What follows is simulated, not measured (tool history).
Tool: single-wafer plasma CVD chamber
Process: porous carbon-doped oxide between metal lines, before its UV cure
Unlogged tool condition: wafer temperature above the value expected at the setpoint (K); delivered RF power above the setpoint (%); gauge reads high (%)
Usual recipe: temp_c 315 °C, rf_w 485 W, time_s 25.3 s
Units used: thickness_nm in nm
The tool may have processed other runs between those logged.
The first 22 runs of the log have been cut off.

run	day	temp_c	rf_w	time_s	wafers since the last listed run	hours since the last thermocouple change	hours since the last RF generator calibration	hours since the showerhead was replaced	hours since the gauge calibration	read-back reference wafer on the same gauge, thickness_nm	thickness_nm
23	10.675	315	485	25.3	127	155.3	131.4	3401.1	76.6	109.067	120.374
24	11.271	315	485	25.3	244	169.6	145.7	3415.4	90.9	108.850	119.893
# day 12.646: showerhead replaced
25	12.833	315	485	25.3	503	207.1	183.2	4.5	128.4	108.985	122.325
26	13.438	308	485	25.3	247	221.6	197.7	19.0	142.9	108.888	126.476
27	13.742	323	405	28.1	124	228.9	205.0	26.3	150.2	108.964	103.599
28	14.388	315	485	25.3	264	244.4	220.5	41.8	165.7	108.847	121.258
29	15.108	315	485	25.3	295	261.7	237.8	59.1	183.0	108.933	120.569
30	15.696	315	445	25.3	240	275.8	251.9	73.2	197.1	109.107	109.360
31	15.950	307	520	25.3	104	281.9	258.0	79.3	203.2	108.909	136.924
32	16.346	315	455	28.1	162	291.4	267.5	88.8	212.7	108.994	123.991
33	16.833	315	485	25.3	199	303.1	279.2	100.5	224.4	109.029	120.455

Run 34, settings as shown, results not yet in. Your forecast:
34	17.342	315	555	23.8	208	315.3	291.4	112.7	236.6	?	?

Run 34 came out at read-back reference wafer on the same gauge, thickness_nm 109.161, thickness_nm 129.345 nm.
On a tool with no hidden condition, and with the same random variation, this run would have come out at thickness_nm 131.536 nm.
